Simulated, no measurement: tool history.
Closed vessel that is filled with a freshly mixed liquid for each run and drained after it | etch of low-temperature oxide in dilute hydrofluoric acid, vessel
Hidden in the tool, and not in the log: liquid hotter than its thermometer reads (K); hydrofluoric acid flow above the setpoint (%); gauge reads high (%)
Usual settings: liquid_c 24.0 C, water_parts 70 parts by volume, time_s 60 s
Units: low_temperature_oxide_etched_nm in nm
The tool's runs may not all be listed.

run	day	liquid_c	water_parts	time_s	wafers since the last listed run	hours since the thermometer was replaced	hours since the hydrofluoric acid flow meter was replaced	hours since the gauge calibration	read-back film thickness of the low-temperature oxide reference wafer, read on the same gauge (nm)	low_temperature_oxide_etched_nm
1	0.000	24.0	70	60	0	1238.3	381.9	241.6	29.99	20.99
2	0.758	24.0	90	60	1204	1256.5	400.1	259.8	29.96	15.91
3	1.533	26.5	60	60	1231	1275.1	418.7	278.4	30.00	27.57
4	2.750	26.5	60	60	1933	1304.3	447.9	307.6	29.99	27.31
5	3.979	26.5	60	60	1952	1333.8	477.4	337.1	29.99	27.27
# day 4.917: hydrofluoric acid flow meter replaced
6	5.304	24.0	70	60	2038	1365.6	9.3	368.9	30.00	21.06
7	6.196	24.0	70	60	1416	1387.0	30.7	390.3	30.00	21.38
8	7.479	24.0	70	60	2038	1417.8	61.5	421.1	30.01	21.08
9	8.908	24.0	70	60	2270	1452.1	95.8	455.4	30.00	21.26
10	9.612	24.0	70	60	1118	1469.0	112.7	472.3	30.03	21.24
11	10.808	24.0	70	60	1899	1497.7	141.4	501.0	30.03	21.03
12	14.271	24.0	70	60	5501	1580.8	224.5	584.1	30.01	21.36
13	15.629	24.0	70	60	2158	1613.4	257.1	616.7	30.02	21.33
14	16.317	24.0	70	60	1092	1629.9	273.6	633.2	29.99	21.24
# day 17.788: thermometer replaced
15	20.058	24.0	70	60	5878	54.5	363.4	723.0	30.01	21.33
16	21.288	24.0	70	60	1952	84.0	392.9	752.5	30.00	20.86
17	21.821	22.5	40	30	847	96.8	405.7	765.3	30.00	18.15
18	22.417	24.0	60	75	946	111.1	420.0	779.6	30.03	30.86
19	23.121	27.5	40	90	1118	128.0	436.9	796.5	29.99	65.85
# day 24.408: hydrofluoric acid flow meter replaced
20	24.588	24.0	70	60	2264	163.2	4.3	831.7	29.98	21.45
21	25.438	24.0	70	60	1350	183.6	24.7	852.1	30.02	20.75
# day 25.850: gauge calibrated
22	26.179	24.0	70	60	1178	201.4	42.5	7.9	29.99	21.03
23	28.879	28.0	60	75	4289	266.2	107.3	72.7	30.02	36.94
24	30.100	26.5	95	40	1939	295.5	136.6	102.0	30.00	11.19
25	32.729	21.0	90	35	4177	358.6	199.7	165.1	29.98	8.18
26	34.117	21.0	35	75	2204	391.9	233.0	198.4	29.99	48.17
27	35.062	26.5	50	80	1502	414.6	255.7	221.1	30.00	45.12
28	36.004	26.5	60	35	1496	437.2	278.3	243.7	29.99	15.90
29	36.838	21.0	70	30	1323	457.2	298.3	263.7	29.99	9.34
30	38.008	25.5	70	45	1860	485.3	326.4	291.8	30.00	16.91
31	38.758	24.0	45	35	1191	503.3	344.4	309.8	30.00	19.91
32	39.700	24.0	100	35	1496	525.9	367.0	332.4	30.00	8.29

Forecast each of these 4 alternatives for the next run:
A	39.729	24.0	70	60	46	526.6	367.7	333.1	?	?
B	39.729	24.0	70	45	46	526.6	367.7	333.1	?	?
C	39.729	19.5	60	30	46	526.6	367.7	333.1	?	?
D	39.729	19.0	60	70	46	526.6	367.7	333.1	?	?

run	read-back film thickness of the low-temperature oxide reference wafer, read on the same gauge (nm)	low_temperature_oxide_etched_nm
A	30.02	21.08
B	30.02	15.81
C	30.02	10.33
D	30.02	23.60
Without the tool's hidden state the same runs would have given:
run	low_temperature_oxide_etched_nm
A	21.08
B	15.81
C	10.33
D	23.60
